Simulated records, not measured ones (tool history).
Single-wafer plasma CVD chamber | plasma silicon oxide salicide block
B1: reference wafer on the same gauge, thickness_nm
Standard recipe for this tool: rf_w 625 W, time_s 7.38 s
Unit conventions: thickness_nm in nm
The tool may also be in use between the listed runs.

run 1 hour=0.0 | rf_w=625 time_s=7.38 | B1=84.602 | thickness_nm=71.606
run 2 hour=57.9 | rf_w=625 time_s=7.38 | B1=84.658 | thickness_nm=71.346
run 3 hour=123.2 | rf_w=625 time_s=7.38 | B1=84.605 | thickness_nm=71.012
run 4 hour=191.9 | rf_w=625 time_s=7.38 | B1=84.584 | thickness_nm=70.827
run 5 hour=234.3 | rf_w=625 time_s=7.38 | B1=84.569 | thickness_nm=71.408
run 6 hour=282.9 | rf_w=725 time_s=7.38 | B1=84.645 | thickness_nm=74.861
run 7 hour=309.5 | rf_w=725 time_s=7.38 | B1=84.658 | thickness_nm=74.982
run 8 hour=355.6 | rf_w=725 time_s=7.38 | B1=84.565 | thickness_nm=75.067
run 9 hour=410.8 | rf_w=625 time_s=7.38 | B1=84.570 | thickness_nm=70.577
run 10 hour=444.2 | rf_w=580 time_s=6.86 | B1=84.580 | thickness_nm=63.862
run 11 hour=515.0 | rf_w=710 time_s=7.84 | B1=84.601 | thickness_nm=77.977
run 12 hour=542.7 | rf_w=535 time_s=7.38 | B1=84.557 | thickness_nm=68.862
run 13 hour=611.3 | rf_w=670 time_s=8.56 | B1=84.556 | thickness_nm=86.946
run 14 hour=659.8 | rf_w=555 time_s=8.38 | B1=84.610 | thickness_nm=79.160
run 15 hour=688.4 | rf_w=625 time_s=7.38 | B1=84.529 | thickness_nm=73.348
run 16 hour=754.4 | rf_w=625 time_s=7.38 | B1=84.622 | thickness_nm=73.015
run 17 hour=783.4 | rf_w=625 time_s=7.38 | B1=84.611 | thickness_nm=72.896
run 18 hour=834.2 | rf_w=510 time_s=6.07 | B1=84.624 | thickness_nm=55.640

Not shown here: 3 entries made in the log between runs. Locate each between two listed runs and compare the hidden state at the listed run before it with the hidden state at the listed run after it:
Between runs 5 and 6: showerhead replaced (hour 250.8)
  delivered RF power above the setpoint (%): -7.3 -> -7.72
  the result without the hidden state subtracted from the measured one, thickness_nm: -2.071 -> -2.305 nm
Between runs 7 and 8: gauge calibrated (hour 354.1)
  delivered RF power above the setpoint (%): -7.95 -> -8.36
  the result without the hidden state subtracted from the measured one, thickness_nm: -2.383 -> -2.519 nm
Between runs 11 and 12: RF generator calibrated (hour 524.9)
  delivered RF power above the setpoint (%): -9.88 -> -0.0722
  the result without the hidden state subtracted from the measured one, thickness_nm: -3.133 -> -0.019 nm

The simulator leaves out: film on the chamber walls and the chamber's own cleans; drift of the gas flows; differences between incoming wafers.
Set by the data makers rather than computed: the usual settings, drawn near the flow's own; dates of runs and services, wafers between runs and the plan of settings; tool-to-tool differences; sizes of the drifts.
